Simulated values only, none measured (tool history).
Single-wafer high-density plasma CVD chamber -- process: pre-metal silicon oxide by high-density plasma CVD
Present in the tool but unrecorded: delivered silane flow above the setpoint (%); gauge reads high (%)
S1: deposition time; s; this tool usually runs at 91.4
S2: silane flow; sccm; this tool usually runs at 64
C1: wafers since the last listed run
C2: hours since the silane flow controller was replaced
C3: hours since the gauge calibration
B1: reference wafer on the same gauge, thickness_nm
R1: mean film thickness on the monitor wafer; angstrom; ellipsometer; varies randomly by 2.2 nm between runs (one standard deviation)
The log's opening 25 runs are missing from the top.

{"run": 26, "hour": 805.8, "S1": 91.4, "S2": 64, "C1": 397, "C2": 363.9, "C3": 141.2, "B1": 526.725, "R1": 6119.94}
{"run": 27, "hour": 824.4, "S1": 91.4, "S2": 64, "C1": 170, "C2": 382.5, "C3": 159.8, "B1": 527.103, "R1": 6144.55}
{"run": 28, "hour": 847.8, "S1": 91.4, "S2": 74, "C1": 214, "C2": 405.9, "C3": 183.2, "B1": 526.867, "R1": 6855.97}
{"run": 29, "hour": 871.5, "S1": 102, "S2": 55, "C1": 217, "C2": 429.6, "C3": 206.9, "B1": 527.022, "R1": 6178.29}
{"run": 30, "hour": 891.5, "S1": 91.4, "S2": 64, "C1": 183, "C2": 449.6, "C3": 226.9, "B1": 527.423, "R1": 6155.37}
{"run": 31, "hour": 916.8, "S1": 91.4, "S2": 64, "C1": 232, "C2": 474.9, "C3": 252.2, "B1": 526.942, "R1": 6180.88}
{"run": 32, "hour": 942.2, "S1": 98.7, "S2": 64, "C1": 233, "C2": 500.3, "C3": 277.6, "B1": 527.031, "R1": 6635.53}
{"run": 33, "hour": 964.8, "S1": 97.5, "S2": 64, "C1": 207, "C2": 522.9, "C3": 300.2, "B1": 527.389, "R1": 6523.09}
{"run": 34, "hour": 979.1, "S1": 91.4, "S2": 64, "C1": 131, "C2": 537.2, "C3": 314.5, "B1": 526.954, "R1": 6178.12}

Alternative continuations, all from the tool just after run 34; predict every row:
{"run": "A", "hour": 979.5, "S1": 91.4, "S2": 64, "C1": 3, "C2": 537.6, "C3": 314.9, "B1": "?", "R1": "?"}
{"run": "B", "hour": 979.5, "S1": 91.4, "S2": 53, "C1": 3, "C2": 537.6, "C3": 314.9, "B1": "?", "R1": "?"}
{"run": "C", "hour": 979.5, "S1": 103.1, "S2": 58, "C1": 3, "C2": 537.6, "C3": 314.9, "B1": "?", "R1": "?"}
{"run": "D", "hour": 979.5, "S1": 106.6, "S2": 64, "C1": 3, "C2": 537.6, "C3": 314.9, "B1": "?", "R1": "?"}

run=A B1=526.649 R1=6161.41
run=B B1=526.649 R1=5412.38
run=C B1=526.649 R1=6489.26
run=D B1=526.649 R1=7186.07
What these runs would have given with no unlogged condition in the tool:
run=A R1=6194.45
run=B R1=5441.4
run=C R1=6524.06
run=D R1=7224.6
